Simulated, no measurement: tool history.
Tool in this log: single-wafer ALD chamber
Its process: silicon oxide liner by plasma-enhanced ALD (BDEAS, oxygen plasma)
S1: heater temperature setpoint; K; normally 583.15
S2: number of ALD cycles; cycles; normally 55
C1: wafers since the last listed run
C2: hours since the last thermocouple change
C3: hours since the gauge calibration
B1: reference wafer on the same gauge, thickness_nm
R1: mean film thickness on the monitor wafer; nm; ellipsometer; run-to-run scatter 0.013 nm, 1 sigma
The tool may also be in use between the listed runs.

run   hour      S1  S2   C1      C2     C3     B1     R1
  1    0.0  577.15  55    0  1864.8   66.8  4.291  5.111
  2   11.1  577.15  55   59  1875.9   77.9  4.291  5.093
  3   25.8  583.15  60   78  1890.6   92.6  4.290  5.533
  4   32.9  583.15  48   38  1897.7   99.7  4.291  4.408
  5   42.4  583.15  48   50  1907.2  109.2  4.290  4.406
  6   55.3  583.15  48   69  1920.1  122.1  4.290  4.401
  7   66.5  583.15  51   60  1931.3  133.3  4.289  4.692
  8  109.3  583.15  51  229  1974.1  176.1  4.290  4.655
  9  119.2  583.15  55   53  1984.0  186.0  4.289  5.061
 10  136.1  583.15  55   90  2000.9  202.9  4.290  5.057
 11  153.5  583.15  55   93  2018.3  220.3  4.289  5.065
 12  166.8  583.15  55   71  2031.6  233.6  4.289  5.054
 13  178.8  583.15  55   64  2043.6  245.6  4.290  5.065
 14  196.6  583.15  55   95  2061.4  263.4  4.288  5.075
 15  207.2  589.15  58   56  2072.0  274.0  4.290  5.287
 16  224.4  589.15  58   92  2089.2  291.2  4.292  5.279
 17  236.9  589.15  58   66  2101.7  303.7  4.290  5.283
 18  247.9  583.15  49   58  2112.7  314.7  4.290  4.505
 19  261.0  583.15  49   70  2125.8  327.8  4.290  4.492
 20  278.8  570.15  63   95  2143.6  345.6  4.289  5.975
 21  287.3  583.15  55   45  2152.1  354.1  4.288  5.064
 22  296.6  590.15  59   49  2161.4  363.4  4.289  5.351
 23  313.3  571.15  51   89  2178.1  380.1  4.293  4.802
 24  321.9  572.15  50   46  2186.7  388.7  4.290  4.682
 25  333.5  593.15  55   62  2198.3  400.3  4.290  4.966
 26  351.3  583.15  55   95  2216.1  418.1  4.288  5.050
 27  358.3  569.15  55   37  2223.1  425.1  4.291  5.213
     368.7  -- gauge calibrated
     374.0  -- thermocouple changed; heater temperature recalibrated
 28  374.5  597.15  55   43     0.5    5.8  4.288  4.936
 29  381.7  592.15  45   38     7.7   13.0  4.292  4.065
 30  394.8  583.15  55   70    20.8   26.1  4.290  5.065
 31  409.4  588.15  62   78    35.4   40.7  4.290  5.658
 32  417.9  592.15  66   45    43.9   49.2  4.288  5.977
 33  426.1  569.15  61   43    52.1   57.4  4.288  5.818
 34  457.7  594.15  47  169    83.7   89.0  4.290  4.236
 35  468.8  579.15  52   59    94.8  100.1  4.291  4.807
 36  484.9  583.15  59   86   110.9  116.2  4.293  5.418
 37  496.8  583.15  55   63   122.8  128.1  4.291  5.044
 38  504.1  598.15  58   39   130.1  135.4  4.291  5.206
 39  521.4  583.15  64   92   147.4  152.7  4.291  5.876

Branching from run 39: 3 alternative next runs. What would each branch give?
  A  521.9  571.15  55   2  147.9  153.2   ?   ?
  B  521.9  583.15  50   2  147.9  153.2   ?   ?
  C  521.9  595.15  62   2  147.9  153.2   ?   ?

run     B1     R1
  A  4.288  5.192
  B  4.288  4.593
  C  4.288  5.584
Take away the tool's hidden state, keep each run's random variation, and the runs would have read:
run     R1
  A  5.192
  B  4.593
  C  5.584
